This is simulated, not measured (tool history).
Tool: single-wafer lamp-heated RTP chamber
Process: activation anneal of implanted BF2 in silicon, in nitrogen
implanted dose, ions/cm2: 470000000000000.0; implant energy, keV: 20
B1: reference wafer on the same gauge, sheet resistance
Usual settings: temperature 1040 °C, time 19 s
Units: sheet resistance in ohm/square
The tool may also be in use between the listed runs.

run 1 hour=0.0 | temperature=1040 time=19 | B1=242.91 | sheet_resistance=284.68
run 2 hour=92.9 | temperature=1040 time=19 | B1=242.96 | sheet_resistance=287.02
run 3 hour=172.8 | temperature=1040 time=19 | B1=243.00 | sheet_resistance=285.79
run 4 hour=267.1 | temperature=1033 time=19 | B1=242.96 | sheet_resistance=290.08
run 5 hour=361.7 | temperature=1040 time=19 | B1=242.94 | sheet_resistance=288.84
run 6 hour=402.9 | temperature=1040 time=19 | B1=243.01 | sheet_resistance=286.82
run 7 hour=459.3 | temperature=1040 time=19 | B1=243.07 | sheet_resistance=287.09
run 8 hour=509.6 | temperature=1040 time=19 | B1=242.99 | sheet_resistance=288.41
run 9 hour=598.3 | temperature=1040 time=19 | B1=243.15 | sheet_resistance=286.65
run 10 hour=754.8 | temperature=1040 time=19 | B1=242.95 | sheet_resistance=288.09
run 11 hour=845.9 | temperature=1040 time=19 | B1=243.11 | sheet_resistance=287.05
run 12 hour=930.2 | temperature=1040 time=26 | B1=242.96 | sheet_resistance=284.32
run 13 hour=1035.3 | temperature=1026 time=24 | B1=243.00 | sheet_resistance=289.51
run 14 hour=1140.3 | temperature=1040 time=19 | B1=242.89 | sheet_resistance=286.38
run 15 hour=1215.7 | temperature=1057 time=16 | B1=243.14 | sheet_resistance=284.64
run 16 hour=1309.9 | temperature=1040 time=19 | B1=242.99 | sheet_resistance=286.42
run 17 hour=1591.2 | temperature=1062 time=13 | B1=242.94 | sheet_resistance=283.62
run 18 hour=1697.6 | temperature=1018 time=19 | B1=242.96 | sheet_resistance=292.87
run 19 hour=1798.3 | temperature=1016 time=25 | B1=243.05 | sheet_resistance=289.03
run 20 hour=1868.7 | temperature=1060 time=9 | B1=242.97 | sheet_resistance=287.22
run 21 hour=1938.5 | temperature=1028 time=23 | B1=243.05 | sheet_resistance=286.91
run 22 hour=2044.8 | temperature=1040 time=9 | B1=242.98 | sheet_resistance=295.32
run 23 hour=2119.0 | temperature=1040 time=19 | B1=243.07 | sheet_resistance=287.58
run 24 hour=2156.7 | temperature=1040 time=19 | B1=243.12 | sheet_resistance=286.93

Taken out of this log: 9 entries between the listed runs. Where each belongs, and how the hidden state differs across it:
Between runs 3 and 4: reflector plate cleaned (hour 214.1); pyrometer window cleaned and pyrometer calibrated (hour 241.7)
  wafer temperature error from the tarnished reflector plate, K: 6.87 -> 0.72
  measured less the result without the state, sheet resistance: -2.14 -> -0.26 ohm/square
Between runs 9 and 10: pyrometer window cleaned and pyrometer calibrated (hour 618.5)
  wafer temperature error from the tarnished reflector plate, K: 1.21 -> 1.69
  measured less the result without the state, sheet resistance: -0.39 -> -0.56 ohm/square
Between runs 12 and 13: pyrometer window cleaned and pyrometer calibrated (hour 1029.2)
  wafer temperature error from the tarnished reflector plate, K: 2.44 -> 2.98
  measured less the result without the state, sheet resistance: -0.78 -> -1.11 ohm/square
Between runs 15 and 16: gauge calibrated (hour 1265.4)
  wafer temperature error from the tarnished reflector plate, K: 4.09 -> 4.75
  measured less the result without the state, sheet resistance: -0.83 -> -1.51 ohm/square
Between runs 16 and 17: pyrometer window cleaned and pyrometer calibrated (hour 1400.4); reflector plate cleaned (hour 1440.2)
  wafer temperature error from the tarnished reflector plate, K: 4.75 -> 9.58
  measured less the result without the state, sheet resistance: -1.51 -> -1.76 ohm/square
Between runs 19 and 20: pyrometer window cleaned and pyrometer calibrated (hour 1831.1)
  wafer temperature error from the tarnished reflector plate, K: 9.94 -> 10.1
  measured less the result without the state, sheet resistance: -3.68 -> -2.21 ohm/square
Between runs 21 and 22: reflector plate cleaned, repeated, since the last time left the tool worse (hour 1956.7)
  wafer temperature error from the tarnished reflector plate, K: 10.3 -> 1.21
  measured less the result without the state, sheet resistance: -3.71 -> -0.38 ohm/square
